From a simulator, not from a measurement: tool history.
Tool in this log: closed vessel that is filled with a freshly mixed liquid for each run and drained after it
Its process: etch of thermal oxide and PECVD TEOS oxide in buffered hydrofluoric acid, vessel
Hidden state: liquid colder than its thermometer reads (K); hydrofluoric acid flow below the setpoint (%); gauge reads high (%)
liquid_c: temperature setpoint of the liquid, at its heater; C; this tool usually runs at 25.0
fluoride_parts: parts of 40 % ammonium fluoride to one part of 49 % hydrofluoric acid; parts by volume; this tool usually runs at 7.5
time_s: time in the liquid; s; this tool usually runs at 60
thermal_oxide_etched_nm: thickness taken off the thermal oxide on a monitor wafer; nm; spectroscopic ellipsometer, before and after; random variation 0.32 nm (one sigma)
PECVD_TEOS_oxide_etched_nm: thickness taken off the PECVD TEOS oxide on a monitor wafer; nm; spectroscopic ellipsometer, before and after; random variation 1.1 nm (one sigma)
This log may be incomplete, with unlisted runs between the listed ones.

run	hour	liquid_c	fluoride_parts	time_s	wafers since the last listed run	hours since the thermometer was replaced	hours since the hydrofluoric acid flow meter was replaced	hours since the gauge calibration	read-back film thickness of the thermal oxide reference wafer, read on the same gauge (nm)	read-back film thickness of the PECVD TEOS oxide reference wafer, read on the same gauge (nm)	thermal_oxide_etched_nm	PECVD_TEOS_oxide_etched_nm
1	0.0	22.5	7.5	60	0	2572.8	1559.9	158.6	70.00	109.99	61.88	102.45
2	18.5	22.5	7.5	60	1850	2591.3	1578.4	177.1	69.99	110.01	62.27	101.04
3	34.0	22.5	7.5	60	1550	2606.8	1593.9	192.6	69.98	110.02	61.15	102.11
4	48.0	28.0	7.0	60	1400	2620.8	1607.9	206.6	70.00	110.00	89.55	150.09
5	73.5	28.0	7.0	60	2550	2646.3	1633.4	232.1	70.00	109.97	89.52	148.94
6	106.1	25.0	7.5	60	3261	2678.9	1666.0	264.7	70.00	110.03	70.49	116.34
7	123.9	25.0	7.5	60	1780	2696.7	1683.8	282.5	70.02	110.02	70.66	116.04
8	148.7	25.0	7.5	85	2480	2721.5	1708.6	307.3	69.99	109.99	99.05	162.41
# hour 181.0: gauge calibrated
# hour 199.8: thermometer replaced
# hour 249.4: hydrofluoric acid flow meter replaced
9	256.6	28.5	9.0	70	10594	56.8	7.2	75.6	70.00	109.98	103.40	169.96
10	273.4	25.0	7.5	80	1680	73.6	24.0	92.4	70.00	110.03	118.02	193.28
11	288.8	21.0	5.5	60	1540	89.0	39.4	107.8	70.00	109.97	94.57	157.19
12	301.6	21.5	6.5	45	1280	101.8	52.2	120.6	70.01	110.04	63.22	104.16
13	334.2	28.5	7.5	30	3261	134.4	84.8	153.2	70.01	109.95	53.04	87.47
14	369.3	25.0	7.5	60	3511	169.5	119.9	188.3	70.03	110.00	87.35	144.51

What if the next run were any one of these 4? Each begins from the tool's condition after run 14:
A	370.0	25.0	7.5	60	70	170.2	120.6	189.0	?	?	?	?
B	370.0	20.5	6.5	80	70	170.2	120.6	189.0	?	?	?	?
C	370.0	25.0	6.5	60	70	170.2	120.6	189.0	?	?	?	?
D	370.0	30.0	6.5	60	70	170.2	120.6	189.0	?	?	?	?

run	read-back film thickness of the thermal oxide reference wafer, read on the same gauge (nm)	read-back film thickness of the PECVD TEOS oxide reference wafer, read on the same gauge (nm)	thermal_oxide_etched_nm	PECVD_TEOS_oxide_etched_nm
A	70.03	110.00	87.23	144.74
B	70.03	110.00	104.97	174.18
C	70.03	110.00	100.85	167.33
D	70.03	110.00	131.66	218.46
Had the tool no hidden state, the same runs would have come out as:
run	thermal_oxide_etched_nm	PECVD_TEOS_oxide_etched_nm
A	91.79	152.30
B	109.83	182.23
C	105.45	174.96
D	137.57	228.27
